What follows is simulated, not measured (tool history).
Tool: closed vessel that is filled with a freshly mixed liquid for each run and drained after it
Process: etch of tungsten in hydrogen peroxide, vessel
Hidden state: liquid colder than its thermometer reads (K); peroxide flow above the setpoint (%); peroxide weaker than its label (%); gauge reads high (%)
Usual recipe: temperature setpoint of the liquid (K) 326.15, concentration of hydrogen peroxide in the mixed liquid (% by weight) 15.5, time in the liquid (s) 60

run	hour	temperature setpoint of the liquid (K)	concentration of hydrogen peroxide in the mixed liquid (% by weight)	time in the liquid (s)	wafers since the last listed run	hours since the thermometer was replaced	hours since the peroxide flow meter was replaced	hours since the drum of peroxide was connected	hours since the gauge calibration	read-back film thickness of the tungsten reference wafer, read on the same gauge (nm)	thickness taken off the tungsten on a monitor wafer (Å)
1	0.0	334.15	12.0	60	0	2255.8	2004.5	593.9	222.0	150.00	1538.2
2	16.2	334.15	12.0	60	2311	2272.0	2020.7	610.1	238.2	150.00	1538.8
3	34.2	334.15	12.0	60	2568	2290.0	2038.7	628.1	256.2	149.99	1534.5
4	85.5	326.15	15.5	60	7320	2341.3	2090.0	679.4	307.5	149.99	1076.4
5	94.3	326.15	15.5	60	1255	2350.1	2098.8	688.2	316.3	149.98	1074.9
6	106.0	326.15	15.5	45	1669	2361.8	2110.5	699.9	328.0	150.03	804.3
7	119.1	326.15	15.5	45	1869	2374.9	2123.6	713.0	341.1	149.99	802.2
8	161.9	326.15	15.5	45	6107	2417.7	2166.4	755.8	383.9	149.98	797.4
# hour 170.6: thermometer replaced
9	171.1	326.15	15.5	35	1170	0.5	2175.6	765.0	393.1	150.01	719.7
# hour 179.3: peroxide flow meter replaced
10	179.8	326.15	19.0	60	1098	9.2	0.5	773.7	401.8	149.99	1363.5
11	187.8	326.15	19.0	60	1141	17.2	8.5	781.7	409.8	150.02	1359.2
# hour 206.3: new drum of peroxide connected
12	235.6	326.15	15.5	60	6678	65.0	56.3	29.3	457.6	149.98	1279.0
13	250.0	326.15	15.5	60	2054	79.4	70.7	43.7	472.0	150.00	1277.7
14	261.3	326.15	15.5	60	1612	90.7	82.0	55.0	483.3	149.99	1266.9
15	272.5	323.65	14.0	60	1598	101.9	93.2	66.2	494.5	150.02	1039.7
16	279.9	319.15	14.0	75	1055	109.3	100.6	73.6	501.9	149.98	981.8
17	296.7	333.65	18.0	35	2397	126.1	117.4	90.4	518.7	150.01	1237.4
18	314.0	326.15	15.5	60	2468	143.4	134.7	107.7	536.0	150.01	1271.9
19	321.0	322.65	13.5	50	998	150.4	141.7	114.7	543.0	150.00	798.2
20	338.2	326.15	15.5	60	2454	167.6	158.9	131.9	560.2	149.99	1257.1
# hour 346.8: gauge calibrated
21	349.7	323.15	14.0	85	1641	179.1	170.4	143.4	2.9	150.01	1416.1
22	360.0	326.15	15.5	60	1469	189.4	180.7	153.7	13.2	150.01	1256.0
23	390.6	322.15	12.0	60	4366	220.0	211.3	184.3	43.8	150.00	861.1
24	404.7	326.15	15.5	40	2012	234.1	225.4	198.4	57.9	149.98	832.6
25	417.2	323.15	15.5	60	1783	246.6	237.9	210.9	70.4	149.99	1042.0
26	425.7	333.15	13.0	80	1212	255.1	246.4	219.4	78.9	149.98	2306.4
27	442.9	326.15	15.5	60	2454	272.3	263.6	236.6	96.1	149.99	1241.3
28	452.4	326.15	15.5	70	1355	281.8	273.1	246.1	105.6	149.99	1458.3

What the log doesn't show, run by run:
peroxide flow above the setpoint (%): 0 in every run
gauge reads high (%): 0 in every run
H1: liquid colder than its thermometer reads (K)
H2: peroxide weaker than its label (%)
run	H1	H2
1	2.48	6.58
2	2.5	6.75
3	2.52	6.94
4	2.57	7.47
5	2.58	7.56
6	2.59	7.68
7	2.61	7.82
8	2.65	8.26
9	0.221	8.36
10	0.23	8.45
11	0.238	8.53
12	0.287	1.07
13	0.302	1.22
14	0.314	1.34
15	0.325	1.46
16	0.333	1.53
17	0.35	1.71
18	0.368	1.89
19	0.375	1.96
20	0.393	2.14
21	0.405	2.26
22	0.416	2.36
23	0.447	2.68
24	0.462	2.83
25	0.474	2.96
26	0.483	3.05
27	0.501	3.23
28	0.511	3.32
